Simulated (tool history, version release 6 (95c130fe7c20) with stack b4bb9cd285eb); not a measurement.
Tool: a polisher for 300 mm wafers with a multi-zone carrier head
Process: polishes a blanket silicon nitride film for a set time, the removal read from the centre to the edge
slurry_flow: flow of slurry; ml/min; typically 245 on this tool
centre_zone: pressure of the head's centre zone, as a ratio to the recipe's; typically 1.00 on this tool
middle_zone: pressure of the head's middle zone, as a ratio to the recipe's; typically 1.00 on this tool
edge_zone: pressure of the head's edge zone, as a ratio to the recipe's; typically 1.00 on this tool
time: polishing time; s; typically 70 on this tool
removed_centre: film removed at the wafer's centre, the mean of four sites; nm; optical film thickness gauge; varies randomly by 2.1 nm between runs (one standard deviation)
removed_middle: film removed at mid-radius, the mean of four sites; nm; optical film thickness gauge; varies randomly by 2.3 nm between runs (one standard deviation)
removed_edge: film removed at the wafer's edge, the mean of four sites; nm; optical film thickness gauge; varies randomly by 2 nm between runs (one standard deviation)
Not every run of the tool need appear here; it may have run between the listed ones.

run     day  slurry_flow  centre_zone  middle_zone  edge_zone  time  wafers since the last listed run  wafers polished on this pad  hours since the slurry nozzle was cleaned  hours since the centre zone pressure was calibrated  hours since the edge zone pressure was calibrated  hours since the carrier head's membrane was replaced  incoming thickness of the incoming film, nm  removed_centre  removed_middle  removed_edge
  1   0.000          245         1.00         1.00       1.00    70                                 0                          340                                       50.6                                                 36.5                                              929.1                                                1007.7                                        892.8           158.8           164.2         162.8
  2   1.754          245         1.00         1.00       1.00    70                               296                          636                                       92.7                                                 78.6                                              971.2                                                1049.8                                        909.3           156.7           160.6         162.1
  3   3.279          245         1.00         1.00       1.00    70                               257                          893                                      129.3                                                115.2                                             1007.8                                                1086.4                                        920.4           150.8           162.1         165.0
  4   6.188          195         1.00         1.06       1.00    70                               491                         1385                                      199.1                                                185.0                                             1077.6                                                1156.2                                        901.5           141.8           162.9         156.5
      7.946  -- worn pad replaced by a new one
  5   8.850          195         1.00         1.06       1.00    70                               421                          153                                      263.0                                                248.9                                             1141.5                                                1220.1                                        914.4           135.6           159.7         158.8
  6   9.900          285         1.00         1.00       1.00    70                               177                          330                                      288.2                                                274.1                                             1166.7                                                1245.3                                        916.7           149.8           165.5         165.2
  7  12.525          275         0.96         1.00       1.00    70                               443                          773                                      351.2                                                337.1                                             1229.7                                                1308.3                                        921.2           138.5           164.1         162.1
  8  15.350          245         1.00         1.00       1.00    70                               477                         1250                                      419.0                                                404.9                                             1297.5                                                1376.1                                        910.3           142.1           155.5         160.3
     15.550  -- edge zone pressure recalibrated
     16.754  -- centre zone pressure recalibrated
     17.038  -- worn pad replaced by a new one
     21.475  -- carrier head's membrane replaced by a new one
  9  21.646          245         1.00         1.00       1.00    70                               971                          743                                      570.1                                                117.4                                              146.3                                                   4.1                                        906.3           145.9           155.2         155.6
 10  24.425          245         1.00         1.00       1.00    70                               469                         1212                                      636.8                                                184.1                                              213.0                                                  70.8                                        914.1           139.8           152.7         157.0
     25.775  -- worn pad replaced by a new one
 11  26.275          245         1.00         1.00       1.00    70                               284                           84                                      681.2                                                228.5                                              257.4                                                 115.2                                        904.4           135.8           152.6         156.8
 12  27.600          270         1.08         1.06       1.11    70                               223                          308                                      713.0                                                260.3                                              289.2                                                 147.0                                        912.8           150.9           159.4         162.5

The next listed run, before its measurement:
     28.367  -- slurry nozzle cleaned
 13  30.150          300         1.00         1.00       1.00    56                               423                          731                                       42.8                                                321.5                                              350.4                                                 208.2                                        922.8               ?               ?             ?

{"run 13": {"removed_centre": 124.0, "removed_middle": 130.7, "removed_edge": 131.7}}
With no hidden state in the tool, this same run would have given removed_centre 136.6 nm, removed_middle 131.6 nm, removed_edge 132.4 nm.

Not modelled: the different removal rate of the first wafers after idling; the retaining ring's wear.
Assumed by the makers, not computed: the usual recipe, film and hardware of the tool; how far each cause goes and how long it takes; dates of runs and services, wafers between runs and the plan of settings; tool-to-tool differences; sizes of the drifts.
